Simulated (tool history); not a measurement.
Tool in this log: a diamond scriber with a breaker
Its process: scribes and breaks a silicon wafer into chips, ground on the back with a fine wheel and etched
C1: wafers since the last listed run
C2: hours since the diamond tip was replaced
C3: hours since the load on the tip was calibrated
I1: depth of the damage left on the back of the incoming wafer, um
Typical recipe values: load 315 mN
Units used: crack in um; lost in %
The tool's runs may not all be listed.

{"run": 1, "day": 0.0, "load": 370, "C1": 0, "C2": 263.2, "C3": 95.9, "I1": 0.65, "crack": 12.5, "lost": 3.99}
{"run": 2, "day": 3.0, "load": 370, "C1": 230, "C2": 335.2, "C3": 167.9, "I1": 0.71, "crack": 12.49, "lost": 4.05}
{"run": 3, "day": 5.404, "load": 370, "C1": 184, "C2": 392.9, "C3": 225.6, "I1": 0.43, "crack": 12.6, "lost": 4.32}
{"run": 4, "day": 7.554, "load": 315, "C1": 165, "C2": 444.5, "C3": 277.2, "I1": 0.4, "crack": 11.1, "lost": 2}
{"run": 5, "day": 9.279, "load": 336, "C1": 132, "C2": 485.9, "C3": 318.6, "I1": 0.57, "crack": 11.82, "lost": 2.86}
{"run": 6, "day": 12.229, "load": 336, "C1": 226, "C2": 556.7, "C3": 389.4, "I1": 0.76, "crack": 12.12, "lost": 3.29}
{"run": 7, "day": 14.129, "load": 287, "C1": 145, "C2": 602.3, "C3": 435, "I1": 0.54, "crack": 10.91, "lost": 1.76}
{"day": 14.7, "done": "load on the tip recalibrated"}
{"run": 8, "day": 20.662, "load": 287, "C1": 495, "C2": 759.1, "C3": 143.1, "I1": 0.69, "crack": 8.83, "lost": 5.79}
{"day": 21.212, "done": "load on the tip recalibrated, repeated, since the last time left the tool worse"}
{"run": 9, "day": 21.779, "load": 380, "C1": 79, "C2": 785.9, "C3": 13.6, "I1": 0.73, "crack": 12.38, "lost": 3.61}
{"day": 24.583, "done": "diamond tip replaced by a new one"}
{"run": 10, "day": 24.717, "load": 402, "C1": 219, "C2": 3.2, "C3": 84.1, "I1": 0.58, "crack": 12.99, "lost": 6.25}
{"run": 11, "day": 26.825, "load": 263, "C1": 161, "C2": 53.8, "C3": 134.7, "I1": 0.71, "crack": 9.62, "lost": 3.24}
{"run": 12, "day": 28.571, "load": 315, "C1": 134, "C2": 95.7, "C3": 176.6, "I1": 0.8, "crack": 10.96, "lost": 1.95}
{"run": 13, "day": 30.108, "load": 260, "C1": 118, "C2": 132.6, "C3": 213.5, "I1": 0.34, "crack": 9.69, "lost": 2.97}
{"run": 14, "day": 31.192, "load": 393, "C1": 83, "C2": 158.6, "C3": 239.5, "I1": 0.32, "crack": 13.12, "lost": 6.13}
{"run": 15, "day": 33.733, "load": 381, "C1": 195, "C2": 219.6, "C3": 300.5, "I1": 0.54, "crack": 13.12, "lost": 6.05}

Forecast each of these 3 alternatives for the next run:
{"run": "A", "day": 33.758, "load": 315, "C1": 1, "C2": 220.2, "C3": 301.1, "I1": 0.78, "crack": "?", "lost": "?"}
{"run": "B", "day": 33.758, "load": 273, "C1": 1, "C2": 220.2, "C3": 301.1, "I1": 0.78, "crack": "?", "lost": "?"}
{"run": "C", "day": 33.758, "load": 286, "C1": 1, "C2": 220.2, "C3": 301.1, "I1": 0.78, "crack": "?", "lost": "?"}

run=A crack=11.33 lost=2.07
run=B crack=10.24 lost=2.09
run=C crack=10.58 lost=1.84
The same runs, with their run-to-run variation unchanged, on a tool lacking any hidden condition would have given:
run=A crack=10.78 lost=1.8
run=B crack=9.73 lost=2.95
run=C crack=10.06 lost=2.32
